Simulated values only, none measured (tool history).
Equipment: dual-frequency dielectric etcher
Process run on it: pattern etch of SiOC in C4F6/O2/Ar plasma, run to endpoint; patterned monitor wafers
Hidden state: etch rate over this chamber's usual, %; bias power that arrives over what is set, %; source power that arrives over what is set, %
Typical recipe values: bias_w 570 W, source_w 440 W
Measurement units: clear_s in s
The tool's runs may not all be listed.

run	day	bias_w	source_w	wafers since the last listed run	hours since the last wet clean	hours since the last bias power generator calibration	hours since the last source power generator calibration	hours since the last upper electrode change	incoming incoming film thickness, nm	clear_s
1	0	672	440	0	96	2058.6	3588.5	1668	47.19	15.4
2	0.546	570	440	199	109.1	2071.7	3601.6	1681.1	47.1	16
3	0.917	570	440	135	118	2080.6	3610.5	1690	47.37	16.1
4	1.492	570	440	209	131.8	2094.4	3624.3	1703.8	47.55	16.2
5	1.858	570	440	133	140.6	2103.2	3633.1	1712.6	47.31	16.1
6	2.492	570	440	231	155.8	2118.4	3648.3	1727.8	47.33	16.2
7	3	570	440	185	168	2130.6	3660.5	1740	46.85	16.1
8	3.617	570	440	225	182.8	2145.4	3675.3	1754.8	47.3	16.2
9	4.071	570	440	165	193.7	2156.3	3686.2	1765.7	46.86	16
10	4.346	464	500	100	200.3	2162.9	3692.8	1772.3	47.69	16.5
11	4.908	464	500	205	213.8	2176.4	3706.3	1785.8	46.9	16.4
12	5.425	570	440	188	226.2	2188.8	3718.7	1798.2	48.09	16.5
13	7.175	570	440	639	268.2	2230.8	3760.7	1840.2	47.18	16
14	7.717	663	510	197	281.2	2243.8	3773.7	1853.2	47.81	15.4
# day 8.421: source power generator calibrated
15	8.442	691	470	203	298.6	2261.2	0.5	1870.6	47.22	15.2
16	8.904	447	490	168	309.7	2272.3	11.6	1881.7	46.8	16.5
17	9.25	570	440	126	318	2280.6	19.9	1890	47.55	16.3
18	9.542	481	350	106	325	2287.6	26.9	1897	47.48	17.7
# day 9.938: bias power generator calibrated
19	10.021	655	330	114	336.5	2	38.4	1908.5	47.22	16.5
# day 11.279: upper electrode replaced
20	11.3	570	440	101	367.2	32.7	69.1	0.5	47.63	16.2
21	11.342	660	500	15	368.2	33.7	70.1	1.5	47.51	15.3
# day 12.842: wet clean of the chamber
22	12.862	655	410	190	0.5	70.2	106.6	38	47.82	16
23	12.875	711	550	4	0.8	70.5	106.9	38.3	47.14	14.6
24	12.921	432	350	16	1.9	71.6	108	39.4	47.52	17.8
25	13.175	570	440	92	8	77.7	114.1	45.5	47.25	16.3
26	13.554	570	440	138	17.1	86.8	123.2	54.6	47.59	16.4
27	13.975	526	400	153	27.2	96.9	133.3	64.7	47.49	16.8
28	14.383	652	350	149	37	106.7	143.1	74.5	47.63	16.5
29	15.012	570	440	229	52.1	121.8	158.2	89.6	47.72	16.2
30	15.75	455	530	269	69.8	139.5	175.9	107.3	47.8	16.6
31	16.454	618	440	257	86.7	156.4	192.8	124.2	47.3	15.8
32	16.708	524	340	92	92.8	162.5	198.9	130.3	47.43	17.3
33	17.271	635	350	205	106.3	176	212.4	143.8	47.09	16.5
34	17.55	570	440	101	113	182.7	219.1	150.5	47.84	16.4
35	17.808	525	440	94	119.2	188.9	225.3	156.7	47.33	16.4

Run-by-run hidden state of the tool:
etch rate over this chamber's usual, %: 0 across all the runs
bias power that arrives over what is set, %: 0 across all the runs
source power that arrives over what is set, %: 0 across all the runs
